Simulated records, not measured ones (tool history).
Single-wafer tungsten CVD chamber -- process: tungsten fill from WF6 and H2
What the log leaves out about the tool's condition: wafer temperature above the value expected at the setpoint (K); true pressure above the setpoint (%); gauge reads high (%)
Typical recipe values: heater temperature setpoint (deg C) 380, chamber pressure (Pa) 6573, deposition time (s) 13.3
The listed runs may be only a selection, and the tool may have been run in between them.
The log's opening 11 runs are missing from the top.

run,day,heater temperature setpoint (deg C),chamber pressure (Pa),deposition time (s),wafers since the last listed run,hours since the last thermocouple change,hours since the last manometer calibration,hours since the showerhead was replaced,hours since the gauge calibration,"read-back reference wafer on the same gauge, thickness_nm",mean film thickness on the monitor wafer (nm)
12,5.638,380,6573,13.3,197,29.4,1815.5,2742.6,320.9,33.083,29.396
13,5.892,380,6573,13.3,141,35.5,1821.6,2748.7,327,33.1,29.386
# day 6.483: showerhead replaced
14,6.579,365,8119,11.4,197,52,1838.1,2.3,343.5,33.101,19.479
15,7.075,370,6573,13.3,276,63.9,1850,14.2,355.4,33.066,23.19
16,7.754,380,5240,13.3,379,80.2,1866.3,30.5,371.7,33.103,26.006
17,8.154,380,7373,10.7,223,89.8,1875.9,40.1,381.3,33.1,25.182
18,8.65,376,7493,13.3,276,101.7,1887.8,52,393.2,33.115,28.606
# day 9.808: gauge calibrated
# day 10.621: capacitance manometer re-zeroed and calibrated
19,10.642,386,6573,11,925,149.5,0.5,99.8,20,33.138,27.738
20,10.808,380,6573,13.3,93,153.5,4.5,103.8,24,33.13,29.443
21,11.442,373,7773,13.3,353,168.7,19.7,119,39.2,33.11,27.069
22,11.9,380,6573,15.5,255,179.7,30.7,130,50.2,33.102,34.228
23,12.275,370,5093,13.3,209,188.7,39.7,139,59.2,33.108,20.243
24,12.879,380,8146,10.9,337,203.2,54.2,153.5,73.7,33.092,26.947
25,13.279,373,7773,13.3,223,212.8,63.8,163.1,83.3,33.103,27.148
26,13.875,380,7679,14.6,332,227.1,78.1,177.4,97.6,33.105,34.738
27,14.508,380,6573,12.7,353,242.3,93.3,192.6,112.8,33.083,28.128
28,14.808,380,6573,12,167,249.5,100.5,199.8,120,33.104,26.528
29,15.442,380,7039,12.3,353,264.7,115.7,215,135.2,33.122,28.209
30,16.017,375,6573,11,320,278.5,129.5,228.8,149,33.13,21.581
31,16.7,368,7986,13.3,381,294.9,145.9,245.2,165.4,33.095,24.285
32,17.171,380,5666,13.3,262,306.2,157.2,256.5,176.7,33.116,27.218

What will run 33 give?
33,17.688,380,8053,15.9,288,318.6,169.6,268.9,189.1,?,?

read-back reference wafer on the same gauge, thickness_nm: 33.092
mean film thickness on the monitor wafer (nm): 38.985
Minus the tool's unlogged condition, the same run would have read mean film thickness on the monitor wafer (nm) 39.624.
